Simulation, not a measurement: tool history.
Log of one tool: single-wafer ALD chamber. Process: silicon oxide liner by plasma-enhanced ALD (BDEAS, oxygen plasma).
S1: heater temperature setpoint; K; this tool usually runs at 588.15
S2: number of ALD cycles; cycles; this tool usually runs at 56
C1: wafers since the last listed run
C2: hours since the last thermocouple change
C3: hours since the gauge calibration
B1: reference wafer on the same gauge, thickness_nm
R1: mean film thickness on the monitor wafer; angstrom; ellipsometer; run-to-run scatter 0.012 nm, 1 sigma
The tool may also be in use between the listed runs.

run,hour,S1,S2,C1,C2,C3,B1,R1
1,0.0,588.15,56,0,2673.4,340.0,5.580,50.39
2,27.8,588.15,56,107,2701.2,367.8,5.585,50.38
3,42.9,588.15,63,58,2716.3,382.9,5.582,56.69
4,77.7,588.15,63,134,2751.1,417.7,5.595,56.78
# hour 99.5: gauge calibrated
5,113.6,588.15,56,138,2787.0,14.1,5.482,49.57
6,126.3,588.15,54,48,2799.7,26.8,5.495,47.82
7,139.9,588.15,56,52,2813.3,40.4,5.499,49.70
8,159.6,588.15,56,75,2833.0,60.1,5.498,49.69
9,189.9,588.15,56,116,2863.3,90.4,5.511,49.69
10,218.9,588.15,56,111,2892.3,119.4,5.505,49.82
# hour 302.9: thermocouple changed; heater temperature recalibrated
11,325.1,588.15,56,378,22.2,225.6,5.532,50.05
12,354.8,588.15,56,114,51.9,255.3,5.540,50.22
13,370.3,588.15,56,59,67.4,270.8,5.545,50.31
14,389.2,602.15,61,72,86.3,289.7,5.551,53.55
15,411.3,588.15,65,85,108.4,311.8,5.558,58.24
16,429.2,603.15,52,68,126.3,329.7,5.557,45.74
17,463.7,588.15,56,132,160.8,364.2,5.559,50.16
18,486.8,579.15,64,88,183.9,387.3,5.570,58.18
# hour 501.0: gauge calibrated
19,514.9,603.15,59,108,212.0,13.9,5.497,51.21
20,532.3,595.15,56,67,229.4,31.3,5.517,49.27
21,557.0,603.15,52,95,254.1,56.0,5.515,45.48
22,572.8,588.15,50,60,269.9,71.8,5.513,44.64
23,594.0,592.15,52,81,291.1,93.0,5.525,46.32
24,616.3,577.15,50,85,313.4,115.3,5.533,45.22
25,629.3,601.15,49,50,326.4,128.3,5.533,43.25
26,698.3,579.15,52,265,395.4,197.3,5.538,46.89

Results for each run, recomputed without the tool's hidden state and with each run's random variation untouched:
Hidden state present: wafer temperature above the value expected at the setpoint (K); gauge reads high (%).
run,R1
1,49.62
2,49.56
3,55.73
4,55.74
5,49.58
6,47.81
7,49.66
8,49.61
9,49.54
10,49.62
11,49.64
12,49.75
13,49.81
14,52.98
15,57.57
16,45.18
17,49.47
18,57.34
19,51.07
20,49.10
21,45.28
22,44.41
23,46.05
24,44.92
25,42.93
26,46.42
